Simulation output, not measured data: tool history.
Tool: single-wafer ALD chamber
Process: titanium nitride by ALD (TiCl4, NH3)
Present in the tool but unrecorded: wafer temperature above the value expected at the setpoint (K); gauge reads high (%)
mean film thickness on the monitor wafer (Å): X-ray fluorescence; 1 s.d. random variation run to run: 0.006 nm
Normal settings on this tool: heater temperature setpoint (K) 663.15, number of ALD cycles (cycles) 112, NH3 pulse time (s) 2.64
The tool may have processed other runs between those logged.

| run | hour | heater temperature setpoint (K) | number of ALD cycles (cycles) | NH3 pulse time (s) | wafers since the last listed run | hours since the last thermocouple change | hours since the showerhead was replaced | hours since the gauge calibration | read-back reference wafer on the same gauge, thickness_nm | mean film thickness on the monitor wafer (Å) |
|---|---|---|---|---|---|---|---|---|---|---|
| 1 | 0.0 | 663.15 | 112 | 2.64 | 0 | 2609.5 | 6758.3 | 355.1 | 2.484 | 23.75 |
| 2 | 48.6 | 663.15 | 112 | 2.64 | 66 | 2658.1 | 6806.9 | 403.7 | 2.479 | 23.74 |
| 3 | 82.6 | 663.15 | 112 | 2.64 | 46 | 2692.1 | 6840.9 | 437.7 | 2.481 | 23.66 |
| 4 | 110.8 | 654.15 | 106 | 2.64 | 38 | 2720.3 | 6869.1 | 465.9 | 2.479 | 22.26 |
| 5 | 151.4 | 654.15 | 106 | 2.64 | 55 | 2760.9 | 6909.7 | 506.5 | 2.480 | 22.26 |
| 6 | 186.8 | 663.15 | 112 | 2.64 | 48 | 2796.3 | 6945.1 | 541.9 | 2.478 | 23.64 |
| 7 | 226.5 | 663.15 | 112 | 2.64 | 54 | 2836.0 | 6984.8 | 581.6 | 2.477 | 23.64 |
| 8 | 288.3 | 652.15 | 112 | 2.64 | 84 | 2897.8 | 7046.6 | 643.4 | 2.477 | 23.57 |
|  | 347.9 | showerhead replaced |
| 9 | 348.4 | 663.15 | 132 | 3.10 | 71 | 2957.9 | 0.5 | 703.5 | 2.477 | 27.96 |
| 10 | 412.9 | 654.15 | 106 | 2.64 | 88 | 3022.4 | 65.0 | 768.0 | 2.473 | 22.23 |
| 11 | 439.7 | 649.15 | 119 | 2.64 | 36 | 3049.2 | 91.8 | 794.8 | 2.476 | 24.75 |
|  | 539.7 | thermocouple changed; heater temperature recalibrated |
|  | 572.6 | gauge calibrated |
| 12 | 654.3 | 658.15 | 112 | 2.01 | 282 | 114.6 | 306.4 | 81.7 | 2.504 | 23.68 |
| 13 | 697.1 | 671.15 | 121 | 2.64 | 58 | 157.4 | 349.2 | 124.5 | 2.499 | 25.82 |

Predict the results of run 14:
| 14 | 742.2 | 663.15 | 112 | 2.64 | 61 | 202.5 | 394.3 | 169.6 | ? | ? |

Run 14 came out at read-back reference wafer on the same gauge, thickness_nm 2.498, mean film thickness on the monitor wafer (Å) 23.69.
Minus the tool's unlogged condition, the same run would have read mean film thickness on the monitor wafer (Å) 23.82.

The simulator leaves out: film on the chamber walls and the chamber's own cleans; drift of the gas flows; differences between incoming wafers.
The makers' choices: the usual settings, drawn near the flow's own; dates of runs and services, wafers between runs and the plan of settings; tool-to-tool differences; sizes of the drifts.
